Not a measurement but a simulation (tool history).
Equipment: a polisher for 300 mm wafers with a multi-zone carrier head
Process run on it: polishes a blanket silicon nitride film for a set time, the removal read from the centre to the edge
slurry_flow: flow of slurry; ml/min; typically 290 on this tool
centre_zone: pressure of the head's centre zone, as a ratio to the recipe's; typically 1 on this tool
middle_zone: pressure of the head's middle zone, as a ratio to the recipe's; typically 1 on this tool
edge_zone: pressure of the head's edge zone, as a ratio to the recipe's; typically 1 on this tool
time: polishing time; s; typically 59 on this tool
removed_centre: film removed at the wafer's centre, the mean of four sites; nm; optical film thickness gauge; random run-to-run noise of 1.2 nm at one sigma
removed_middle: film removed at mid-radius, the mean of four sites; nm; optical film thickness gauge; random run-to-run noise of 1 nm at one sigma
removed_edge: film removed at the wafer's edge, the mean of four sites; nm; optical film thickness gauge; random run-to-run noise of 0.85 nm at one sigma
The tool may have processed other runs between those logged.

run	day	slurry_flow	centre_zone	middle_zone	edge_zone	time	incoming thickness of the incoming film, nm	removed_centre	removed_middle	removed_edge
1	0	290	1	1	1	59	737.9	95.4	96.5	97.1
# day 1.175: slurry nozzle cleaned
2	5.862	290	0.88	1	1	59	739.1	84	94.1	93.2
3	7.504	290	1	1	1	59	750	91.8	91.3	92.4
4	10.342	290	1	1	1	59	750.2	91.2	89.3	92.3
# day 12.392: carrier head's membrane replaced by a new one
5	12.433	390	0.92	1.12	1	59	747.3	86	103.2	92.3
6	13.512	290	1	1	1	59	750.2	90.5	90.9	90.7
7	16.246	290	1	1	1	59	745.1	87.5	86.9	88.3
# day 16.654: edge zone pressure recalibrated
# day 17.746: worn pad replaced by a new one
8	19.138	290	1	1	1	59	749.7	101.8	99.5	101
9	21.821	290	1.03	1.1	1	59	757	99.6	106.5	98.3
# day 23.538: slurry nozzle cleaned
10	23.908	335	1.04	1.06	1.06	59	741.6	100.7	106.1	102.5
11	25.529	290	1	1	1	59	742.8	95.6	97.8	97.1
12	28.342	290	1	1	1	42	756.5	68.7	67.6	67.8
# day 28.704: centre zone pressure recalibrated
13	30.921	290	0.91	1	1.11	77	754.6	115.1	122.7	129.5
14	33.325	380	1	1	1.08	59	743.3	95.8	96.5	100.3
15	35.867	290	0.91	1	1.04	59	758.9	85.6	91.9	94.5

For run 16, what comes out?
# day 38.729: edge zone pressure recalibrated
16	38.746	290	0.93	1	1	59	740.8	?	?	?

{"run 16": {"removed_centre": 85.9, "removed_middle": 89.1, "removed_edge": 90.1}}
With no hidden state in the tool, this same run would have given removed_centre 96.3 nm, removed_middle 99.9 nm, removed_edge 101 nm.

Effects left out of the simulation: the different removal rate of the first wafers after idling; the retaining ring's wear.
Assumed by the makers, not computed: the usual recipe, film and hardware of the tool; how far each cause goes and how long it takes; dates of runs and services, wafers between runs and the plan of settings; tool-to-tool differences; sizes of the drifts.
